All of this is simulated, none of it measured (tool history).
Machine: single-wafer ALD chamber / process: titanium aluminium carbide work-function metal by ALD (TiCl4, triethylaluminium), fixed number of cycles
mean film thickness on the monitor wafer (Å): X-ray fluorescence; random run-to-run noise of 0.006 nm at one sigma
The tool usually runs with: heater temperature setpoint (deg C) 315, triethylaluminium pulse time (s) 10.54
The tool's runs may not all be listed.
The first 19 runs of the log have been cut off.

| run | hour | heater temperature setpoint (deg C) | triethylaluminium pulse time (s) | wafers since the last listed run | hours since the last thermocouple change | hours since the last triethylaluminium bottle change | hours since the showerhead was replaced | hours since the gauge calibration | read-back reference wafer on the same gauge, thickness_nm | mean film thickness on the monitor wafer (Å) |
|---|---|---|---|---|---|---|---|---|---|---|
|  | 1683.4 | showerhead replaced |
| 20 | 1700.9 | 315 | 10.54 | 506 | 1204.2 | 461.5 | 17.5 | 328.3 | 1.692 | 20.86 |
| 21 | 1751.4 | 306 | 13.34 | 484 | 1254.7 | 512.0 | 68.0 | 378.8 | 1.693 | 20.54 |
| 22 | 1858.7 | 329 | 10.54 | 1029 | 1362.0 | 619.3 | 175.3 | 486.1 | 1.692 | 22.00 |
| 23 | 1961.6 | 327 | 10.54 | 987 | 1464.9 | 722.2 | 278.2 | 589.0 | 1.694 | 21.96 |
| 24 | 2005.9 | 315 | 10.54 | 425 | 1509.2 | 766.5 | 322.5 | 633.3 | 1.694 | 20.91 |
|  | 2034.1 | thermocouple changed; heater temperature recalibrated |
| 25 | 2112.4 | 328 | 14.08 | 945 | 78.3 | 873.0 | 429.0 | 739.8 | 1.694 | 22.45 |
| 26 | 2164.6 | 305 | 8.61 | 500 | 130.5 | 925.2 | 481.2 | 792.0 | 1.696 | 19.38 |
| 27 | 2206.3 | 319 | 8.16 | 400 | 172.2 | 966.9 | 522.9 | 833.7 | 1.695 | 20.23 |
| 28 | 2259.4 | 302 | 9.03 | 509 | 225.3 | 1020.0 | 576.0 | 886.8 | 1.697 | 19.36 |
| 29 | 2559.1 | 315 | 10.54 | 2875 | 525.0 | 1319.7 | 875.7 | 1186.5 | 1.702 | 21.04 |
| 30 | 2660.5 | 315 | 7.99 | 972 | 626.4 | 1421.1 | 977.1 | 1287.9 | 1.701 | 19.90 |

Forecast each of these 5 alternatives for the next run:
| A | 2660.9 | 315 | 14.12 | 3 | 626.8 | 1421.5 | 977.5 | 1288.3 | ? | ? |
| B | 2660.9 | 306 | 12.32 | 3 | 626.8 | 1421.5 | 977.5 | 1288.3 | ? | ? |
| C | 2660.9 | 301 | 8.79 | 3 | 626.8 | 1421.5 | 977.5 | 1288.3 | ? | ? |
| D | 2660.9 | 322 | 8.53 | 3 | 626.8 | 1421.5 | 977.5 | 1288.3 | ? | ? |
| E | 2660.9 | 324 | 7.10 | 3 | 626.8 | 1421.5 | 977.5 | 1288.3 | ? | ? |

| run | read-back reference wafer on the same gauge, thickness_nm | mean film thickness on the monitor wafer (Å) |
|---|---|---|
| A | 1.702 | 21.47 |
| B | 1.702 | 20.57 |
| C | 1.702 | 19.25 |
| D | 1.702 | 20.79 |
| E | 1.702 | 19.73 |
With no hidden state in the tool, these same runs would have given:
| run | mean film thickness on the monitor wafer (Å) |
|---|---|
| A | 21.33 |
| B | 20.44 |
| C | 19.13 |
| D | 20.65 |
| E | 19.60 |

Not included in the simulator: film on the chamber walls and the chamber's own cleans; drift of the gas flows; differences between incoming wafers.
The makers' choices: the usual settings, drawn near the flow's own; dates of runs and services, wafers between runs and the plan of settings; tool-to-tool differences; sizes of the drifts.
